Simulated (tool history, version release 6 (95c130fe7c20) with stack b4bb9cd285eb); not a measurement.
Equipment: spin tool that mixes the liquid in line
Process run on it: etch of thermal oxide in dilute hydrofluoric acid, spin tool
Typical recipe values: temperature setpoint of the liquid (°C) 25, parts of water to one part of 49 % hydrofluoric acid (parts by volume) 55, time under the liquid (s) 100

run,day,temperature setpoint of the liquid (°C),parts of water to one part of 49 % hydrofluoric acid (parts by volume),time under the liquid (s),wafers since the last listed run,hours since the thermometer was replaced,hours since the hydrofluoric acid flow meter was replaced,hours since the gauge calibration,"read-back film thickness of the thermal oxide reference wafer, read on the same gauge (nm)",thickness taken off the thermal oxide on a monitor wafer (nm)
1,0,25,55,100,0,1718.6,731.5,1623.1,90,9.67
2,2.004,25,55,100,510,1766.7,779.6,1671.2,89.99,9.73
3,3.117,25,55,100,283,1793.4,806.3,1697.9,90.02,9.62
4,4.4,25,55,100,327,1824.2,837.1,1728.7,90.04,9.74
5,6.329,25,55,100,491,1870.5,883.4,1775,89.99,9.7
6,7.917,25,55,70,404,1908.6,921.5,1813.1,90.03,6.69
7,10.079,25,55,70,551,1960.5,973.4,1865,89.98,6.75
8,12.358,25,55,70,580,2015.2,1028.1,1919.7,90.01,6.78
9,14.267,25,55,100,486,2061,1073.9,1965.5,89.98,9.71
10,16.508,25,55,100,571,2114.8,1127.7,2019.3,90.02,9.67
11,17.658,25,55,100,293,2142.4,1155.3,2046.9,90.02,9.8
# day 18.312: gauge calibrated
# day 19.408: hydrofluoric acid flow meter replaced
12,20.292,21,55,140,660,2205.6,21.2,47.5,90.02,11.6
13,21.358,21,55,140,271,2231.2,46.8,73.1,89.97,11.61
# day 23.608: thermometer replaced
14,23.671,25,55,100,578,1.5,102.3,128.6,90.01,9.04
15,24.854,25,70,55,301,29.9,130.7,157,90.02,3.81
16,27.608,25,55,160,702,96,196.8,223.1,90.05,14.66
17,28.808,27.5,70,140,305,124.8,225.6,251.9,89.98,10.88
18,31.329,25,55,100,642,185.3,286.1,312.4,89.99,9.16
19,32.717,27.5,45,100,353,218.6,319.4,345.7,90,12.57
20,35.642,20.5,40,125,745,288.8,389.6,415.9,90.01,13.26
21,38.142,25,55,100,637,348.8,449.6,475.9,89.97,9.14
22,39.679,25,80,45,391,385.7,486.5,512.8,89.95,2.73
23,41.15,25,35,100,374,421,521.8,548.1,89.99,14.94
24,43.646,25,55,100,636,480.9,581.7,608,90.02,9.25
25,45.821,25,55,100,554,533.1,633.9,660.2,89.99,9.3
26,48.304,25,80,45,633,592.7,693.5,719.8,90.01,2.78
27,51.196,25,55,100,737,662.1,762.9,789.2,89.99,9.34
28,59.625,22,30,55,2148,864.4,965.2,991.5,90.01,8.6
# day 63.012: hydrofluoric acid flow meter replaced
29,67.267,29,40,100,1937,1047.8,102.1,1174.9,90,15.45
30,70.904,25,85,60,927,1135.1,189.4,1262.2,90,3.49
31,72.096,21.5,65,45,303,1163.7,218,1290.8,90.01,3.1
32,74.2,23.5,55,100,536,1214.2,268.5,1341.3,90.01,8.82
33,76.196,21.5,65,45,508,1262.1,316.4,1389.2,89.99,3.09

Branching from run 33: 5 alternative next runs. What would each branch give?
A,76.212,26.5,55,100,4,1262.5,316.8,1389.6,?,?
B,76.212,25,35,130,4,1262.5,316.8,1389.6,?,?
C,76.212,28,55,100,4,1262.5,316.8,1389.6,?,?
D,76.212,21.5,30,125,4,1262.5,316.8,1389.6,?,?
E,76.212,21,55,75,4,1262.5,316.8,1389.6,?,?

run,"read-back film thickness of the thermal oxide reference wafer, read on the same gauge (nm)",thickness taken off the thermal oxide on a monitor wafer (nm)
A,90.02,10.01
B,90.02,19.8
C,90.02,10.62
D,90.02,19.33
E,90.02,6
With the hidden condition removed and each run's random variation left untouched, the same runs would have given:
run,thickness taken off the thermal oxide on a monitor wafer (nm)
A,9.57
B,18.91
C,10.16
D,18.44
E,5.73

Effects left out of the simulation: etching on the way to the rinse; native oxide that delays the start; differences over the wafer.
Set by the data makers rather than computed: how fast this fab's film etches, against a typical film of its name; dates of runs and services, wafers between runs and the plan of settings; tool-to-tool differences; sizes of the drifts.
